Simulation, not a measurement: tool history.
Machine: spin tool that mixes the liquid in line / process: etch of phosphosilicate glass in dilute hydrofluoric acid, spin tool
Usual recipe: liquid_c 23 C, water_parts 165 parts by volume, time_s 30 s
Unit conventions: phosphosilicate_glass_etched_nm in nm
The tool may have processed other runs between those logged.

run,day,liquid_c,water_parts,time_s,"read-back film thickness of the phosphosilicate glass reference wafer, read on the same gauge (nm)",phosphosilicate_glass_etched_nm
1,0,23,165,30,38.04,14.84
2,2.175,23,165,30,38,14.82
3,3.567,20.5,165,20,37.95,8.88
4,5.417,20.5,165,20,37.88,8.87
5,6.608,23,165,30,37.8,14.68
6,7.721,21.5,165,30,37.74,14.08
7,9.783,21.5,165,30,37.71,13.72
8,11.992,23,215,30,37.66,10.71
9,13.379,23,215,30,37.56,10.43
# day 13.533: hydrofluoric acid flow meter replaced
10,17.354,23,215,30,37.39,10.45
11,19.692,23,165,30,37.27,14.35
12,22.15,23,165,30,37.23,14.16
13,23.546,24.5,165,30,37.14,15.34
14,26.1,24.5,165,30,37.01,15.21
15,27.321,20.5,125,15,36.97,8.98
# day 28.229: gauge calibrated
16,28.475,20.5,165,45,39.75,20.83
17,29.512,18.5,220,15,39.68,4.66
18,31.938,23,165,30,39.59,15.36
19,34.625,18.5,165,30,39.5,12.72
20,36.05,25.5,225,30,39.43,11.41
# day 36.808: hydrofluoric acid flow meter replaced
21,38.396,23,165,30,39.3,15.23
22,39.892,24.5,230,45,39.38,15.91
23,41.088,24.5,165,45,39.25,24.45
24,44.021,20.5,125,20,39.11,12.44
25,46.438,23,165,30,39.05,15.15
26,48.408,23,165,15,38.98,7.55
27,50.733,20,205,30,38.89,10.34
28,53.229,23,165,30,38.83,15.02
# day 55.812: thermometer replaced
# day 59.712: hydrofluoric acid flow meter replaced
29,60.979,23,165,35,38.5,17.38
30,69.121,21.5,165,30,38.17,14.07
31,71.571,23,165,30,38.11,14.8
32,73.262,23,190,15,38,6.35

Here are 4 independent what-if runs from the current tool condition. What would each one return?
A,73.279,23,165,30,?,?
B,73.279,23,165,40,?,?
C,73.279,19.5,220,50,?,?
D,73.279,25,95,30,?,?

run,"read-back film thickness of the phosphosilicate glass reference wafer, read on the same gauge (nm)",phosphosilicate_glass_etched_nm
A,38.02,14.72
B,38.02,19.63
C,38.02,15.21
D,38.02,30
Without the tool's hidden state the same runs would have given:
run,phosphosilicate_glass_etched_nm
A,15.48
B,20.64
C,16
D,31.56

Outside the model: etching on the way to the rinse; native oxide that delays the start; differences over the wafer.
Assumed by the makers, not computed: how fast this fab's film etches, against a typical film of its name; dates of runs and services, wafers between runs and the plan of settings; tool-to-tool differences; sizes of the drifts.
